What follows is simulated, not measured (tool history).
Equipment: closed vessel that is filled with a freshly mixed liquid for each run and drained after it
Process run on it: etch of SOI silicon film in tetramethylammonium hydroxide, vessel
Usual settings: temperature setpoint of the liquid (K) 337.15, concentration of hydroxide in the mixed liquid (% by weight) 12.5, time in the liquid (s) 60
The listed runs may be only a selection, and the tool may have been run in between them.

| run | hour | temperature setpoint of the liquid (K) | concentration of hydroxide in the mixed liquid (% by weight) | time in the liquid (s) | read-back film thickness of the SOI silicon film reference wafer, read on the same gauge (nm) | thickness taken off the SOI silicon film on a monitor wafer (Å) |
|---|---|---|---|---|---|---|
| 1 | 0.0 | 337.15 | 12.5 | 60 | 139.99 | 3070.4 |
| 2 | 15.3 | 337.15 | 12.5 | 60 | 140.01 | 3047.8 |
| 3 | 44.3 | 337.15 | 12.5 | 40 | 139.97 | 2064.5 |
|  | 149.8 | gauge calibrated |
| 4 | 151.7 | 337.15 | 12.5 | 40 | 140.02 | 2072.6 |
| 5 | 169.3 | 337.15 | 12.5 | 40 | 140.01 | 2052.9 |
|  | 176.4 | hydroxide flow meter replaced |
| 6 | 197.4 | 333.15 | 10.0 | 60 | 139.99 | 2494.0 |
| 7 | 230.3 | 331.65 | 12.5 | 60 | 140.01 | 2096.2 |
| 8 | 260.7 | 334.15 | 12.5 | 60 | 140.03 | 2464.6 |
| 9 | 276.3 | 334.15 | 12.5 | 60 | 140.00 | 2459.1 |
| 10 | 324.6 | 337.15 | 16.0 | 95 | 140.00 | 4192.2 |
| 11 | 344.0 | 337.15 | 12.5 | 45 | 140.02 | 2215.9 |
|  | 375.4 | thermometer replaced |
| 12 | 375.9 | 337.15 | 12.5 | 60 | 140.02 | 2952.9 |
| 13 | 394.8 | 337.15 | 12.5 | 60 | 140.00 | 2962.4 |
| 14 | 407.2 | 341.15 | 14.5 | 45 | 140.02 | 2651.8 |
| 15 | 422.5 | 337.15 | 12.5 | 60 | 140.02 | 2976.1 |
| 16 | 435.7 | 329.15 | 10.5 | 70 | 139.98 | 2250.3 |
| 17 | 456.8 | 329.15 | 12.5 | 50 | 140.01 | 1500.9 |
| 18 | 470.3 | 330.65 | 9.0 | 95 | 139.99 | 3553.5 |

Below are 5 alternative next runs, each starting from the tool's condition after run 18. Predict each:
| A | 471.0 | 337.15 | 14.0 | 60 | ? | ? |
| B | 471.0 | 340.65 | 16.0 | 60 | ? | ? |
| C | 471.0 | 341.15 | 9.5 | 60 | ? | ? |
| D | 471.0 | 341.15 | 14.0 | 90 | ? | ? |
| E | 471.0 | 333.15 | 14.0 | 85 | ? | ? |

| run | read-back film thickness of the SOI silicon film reference wafer, read on the same gauge (nm) | thickness taken off the SOI silicon film on a monitor wafer (Å) |
|---|---|---|
| A | 140.01 | 2830.0 |
| B | 140.01 | 3278.0 |
| C | 140.01 | 4192.3 |
| D | 140.01 | 5398.6 |
| E | 140.01 | 3134.3 |
Without the tool's unlogged condition, the same runs would have read:
| run | thickness taken off the SOI silicon film on a monitor wafer (Å) |
|---|---|
| A | 2782.4 |
| B | 3240.5 |
| C | 4137.7 |
| D | 5307.8 |
| E | 3081.6 |

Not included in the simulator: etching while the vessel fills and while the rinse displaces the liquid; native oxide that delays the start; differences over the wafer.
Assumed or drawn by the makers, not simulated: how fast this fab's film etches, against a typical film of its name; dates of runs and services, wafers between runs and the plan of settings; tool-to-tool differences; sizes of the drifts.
